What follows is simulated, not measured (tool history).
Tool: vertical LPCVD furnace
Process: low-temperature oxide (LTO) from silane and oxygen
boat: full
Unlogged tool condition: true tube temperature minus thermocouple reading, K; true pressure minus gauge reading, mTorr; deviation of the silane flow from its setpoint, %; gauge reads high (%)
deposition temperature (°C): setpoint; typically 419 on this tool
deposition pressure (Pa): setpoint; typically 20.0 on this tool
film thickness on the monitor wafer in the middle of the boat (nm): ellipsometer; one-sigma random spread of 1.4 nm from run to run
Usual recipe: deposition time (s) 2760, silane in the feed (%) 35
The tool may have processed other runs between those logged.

run,day,deposition temperature (°C),deposition pressure (Pa),deposition time (s),silane in the feed (%),wafers since the last listed run,hours since the last temperature calibration,hours since the pressure gauge was zeroed,hours since the silane flow controller was replaced,hours since the gauge calibration,"read-back reference wafer on the same gauge, thickness",film thickness on the monitor wafer in the middle of the boat (nm)
1,0.000,419,20.0,2760,35,0,1970.9,1410.0,3615.3,15.6,256.59,308.45
2,1.383,419,20.0,2760,35,585,2004.1,1443.2,3648.5,48.8,256.06,312.87
3,2.446,419,20.0,2760,35,450,2029.6,1468.7,3674.0,74.3,256.59,308.81
4,3.833,419,20.0,2760,35,587,2062.9,1502.0,3707.3,107.6,256.31,312.52
5,6.246,416,20.0,2760,35,1021,2120.8,1559.9,3765.2,165.5,256.07,301.25
6,8.717,416,20.0,2760,35,1046,2180.1,1619.2,3824.5,224.8,255.60,298.76
# day 11.621: thermocouples replaced and temperature profile calibrated
7,11.642,416,20.0,2760,35,815,0.5,1689.4,3894.7,295.0,254.25,297.07
8,14.079,419,16.7,2760,35,1032,59.0,1747.9,3953.2,353.5,253.50,255.49
9,15.692,412,20.0,2760,30,683,97.7,1786.6,3991.9,392.2,252.65,229.72
# day 18.575: gauge calibrated
# day 20.542: silane flow controller replaced
10,21.904,430,24.7,3060,31,2208,246.8,1935.7,32.7,79.9,256.28,406.38
# day 27.279: pressure gauge zeroed
11,27.996,416,20.0,2760,35,2156,393.0,17.2,178.9,226.1,255.17,300.48
12,30.388,419,20.0,1740,35,1013,450.4,74.6,236.3,283.5,254.36,194.97
13,32.804,419,20.0,2130,32,1023,508.4,132.6,294.3,341.5,253.72,212.09
14,34.371,419,20.0,2760,35,663,546.0,170.2,331.9,379.1,253.00,302.14

Below, each run's measurement less what the same run would have read without the hidden state. Both values contain the same run-to-run variation, but the gauge's scatter may not be the same in both:
run,film thickness on the monitor wafer in the middle of the boat (nm)
1,-0.58
2,-0.65
3,-0.72
4,-0.91
5,-1.31
6,-1.93
7,-2.92
8,-3.41
9,-3.68
10,-1.32
11,-2.21
12,-1.96
13,-2.84
14,-4.81
